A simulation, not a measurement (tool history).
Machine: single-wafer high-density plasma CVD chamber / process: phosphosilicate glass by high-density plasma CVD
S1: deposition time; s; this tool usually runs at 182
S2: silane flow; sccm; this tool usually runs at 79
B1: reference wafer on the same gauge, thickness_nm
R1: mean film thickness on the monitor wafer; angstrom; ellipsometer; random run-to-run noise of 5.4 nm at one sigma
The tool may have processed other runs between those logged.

run     day   S1  S2        B1        R1
  1       0  196  79  1386.214   17199.5
  2   1.492  196  79  1389.539  17193.89
  3   2.071  182  79  1388.927  15859.69
  4   3.088  182  79  1389.922  15871.41
  5   3.904  182  79  1390.157  15978.72
  6   8.038  173  71  1394.683  13596.16
  7   9.238  173  71   1395.93  13694.99
  8  10.412  173  71  1397.105  13725.65
  9  11.408  182  76   1399.29  15398.01
 10  11.925  200  72  1399.679   16165.9
 11  12.625  200  72  1401.667  16118.51
 12  13.562  211  74  1403.956  17487.31
     14.983  -- silane flow controller replaced
 13  15.004  211  74  1405.259   17384.3
 14  15.742  211  74  1406.725  17333.73
 15  16.421  182  86  1407.358  17548.99
 16  16.979  182  75  1407.671  15304.04
 17    17.7  182  75  1408.133  15373.73
 18  18.858  175  79  1409.829  15542.61
 19  20.254  175  79  1413.805  15554.65
 20    21.1  182  79  1413.313  16119.19
 21  22.575  159  69  1417.516  12412.48
 22  23.179  182  71  1419.595  14652.41
 23  24.312  182  69  1420.452  14320.81
 24   25.15  208  79  1424.296  18576.25
 25  26.096  209  75  1424.469  17782.67
 26  26.833  182  79  1427.162  16311.58
 27   27.45  202  94   1427.06  21584.48
 28  28.608  182  75  1428.832  15505.28
     29.246  -- gauge calibrated
 29  32.421  171  89  1378.084  16635.38
 30  35.879  203  94  1375.958  20869.63
 31  36.754  162  93  1375.566  16587.79
 32  38.229  171  69  1376.823  12834.06
 33   39.45  215  71  1377.245   16805.3
 34  40.729  213  67  1377.072  15670.19
 35  42.029  148  83  1378.151     13449
 36  43.308  214  64  1381.872  15056.87
 37  44.312  214  90  1381.757  21131.85
 38  45.688  210  79  1381.852  18234.61
 39  47.158  175  79  1382.649  15186.52
 40  48.512  191  86  1384.431  18128.58
 41  49.408  182  79   1383.95  15820.42

Predict each of these 4 candidate next runs independently; none follows another, all start after run 41:
  A  49.429  182  79   ?   ?
  B  49.429  167  72   ?   ?
  C  49.429  201  71   ?   ?
  D  49.429  148  64   ?   ?

run        B1        R1
  A  1384.545  15852.62
  B  1384.545  13257.19
  C  1384.545  15734.65
  D  1384.545  10443.46
With the hidden condition removed and each run's random variation left untouched, the same runs would have given:
run        R1
  A  15793.86
  B  13208.05
  C  15676.32
  D  10404.74

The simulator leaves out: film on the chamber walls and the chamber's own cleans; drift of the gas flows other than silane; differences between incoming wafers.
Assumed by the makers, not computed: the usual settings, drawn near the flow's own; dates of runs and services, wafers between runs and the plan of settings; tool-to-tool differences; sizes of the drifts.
